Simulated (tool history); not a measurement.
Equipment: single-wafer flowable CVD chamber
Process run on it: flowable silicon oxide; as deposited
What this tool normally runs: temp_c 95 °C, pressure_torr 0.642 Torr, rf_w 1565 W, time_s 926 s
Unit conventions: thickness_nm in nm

run,hour,temp_c,pressure_torr,rf_w,time_s,"read-back reference wafer on the same gauge, thickness_nm",thickness_nm
1,0.0,95,0.642,1565,926,504.465,510.568
2,203.6,95,0.642,1565,926,503.430,517.312
3,299.2,95,0.642,1565,926,504.064,517.829
4,342.8,95,0.642,1565,926,503.494,517.250
# hour 364.6: capacitance manometer re-zeroed and calibrated
5,423.8,95,0.642,1565,926,504.388,509.065
6,520.5,95,0.642,1565,926,505.527,514.548
7,561.9,95,0.571,1565,926,504.541,470.705
8,618.1,95,0.571,1565,926,503.197,474.092
9,715.2,95,0.642,1565,926,503.813,514.723
# hour 741.0: gauge calibrated
# hour 764.6: thermocouple changed; heater temperature recalibrated
10,809.7,95,0.687,1295,926,503.584,484.326
# hour 869.2: RF generator calibrated
# hour 1019.0: showerhead replaced
11,1116.8,95,0.642,1565,926,503.869,489.384
12,1195.8,104,0.642,1315,1107,505.635,398.185
13,1257.9,95,0.792,1565,848,504.645,526.859
14,1356.9,95,0.598,1565,926,503.168,468.286
# hour 1379.1: capacitance manometer re-zeroed and calibrated
15,1394.4,95,0.642,1340,926,504.266,466.203
16,1488.0,95,0.642,1565,926,503.946,487.980
17,1584.8,95,0.702,1400,742,503.900,408.703
18,1908.4,95,0.642,1565,926,504.424,491.185
19,1985.2,95,0.642,1340,926,503.024,473.338
# hour 2045.1: RF generator calibrated
20,2088.4,90,0.544,1725,926,504.422,541.299
21,2182.1,95,0.571,1565,926,503.734,460.296
22,2433.8,95,0.642,1415,926,503.779,491.244
# hour 2475.8: capacitance manometer re-zeroed and calibrated
23,2502.5,99,0.642,1565,926,503.431,431.298
24,2579.6,82,0.642,1565,926,504.632,787.642
25,2637.2,109,0.642,1565,855,503.255,271.053
26,2737.2,82,0.572,1700,986,503.808,780.564
27,2794.2,95,0.642,1400,926,504.332,492.764
28,2858.8,80,0.642,1565,926,504.299,837.483

What if the next run were any one of these 4? Each begins from the tool's condition after run 28:
A,2859.5,95,0.642,1565,926,?,?
B,2859.5,81,0.500,1465,817,?,?
C,2859.5,95,0.642,1565,994,?,?
D,2859.5,107,0.533,1790,1051,?,?

run,"read-back reference wafer on the same gauge, thickness_nm",thickness_nm
A,503.835,506.938
B,503.835,598.627
C,503.835,544.164
D,503.835,328.990
The same runs, with their run-to-run variation unchanged, on a tool lacking any hidden condition would have given:
run,thickness_nm
A,479.955
B,572.488
C,515.200
D,311.573

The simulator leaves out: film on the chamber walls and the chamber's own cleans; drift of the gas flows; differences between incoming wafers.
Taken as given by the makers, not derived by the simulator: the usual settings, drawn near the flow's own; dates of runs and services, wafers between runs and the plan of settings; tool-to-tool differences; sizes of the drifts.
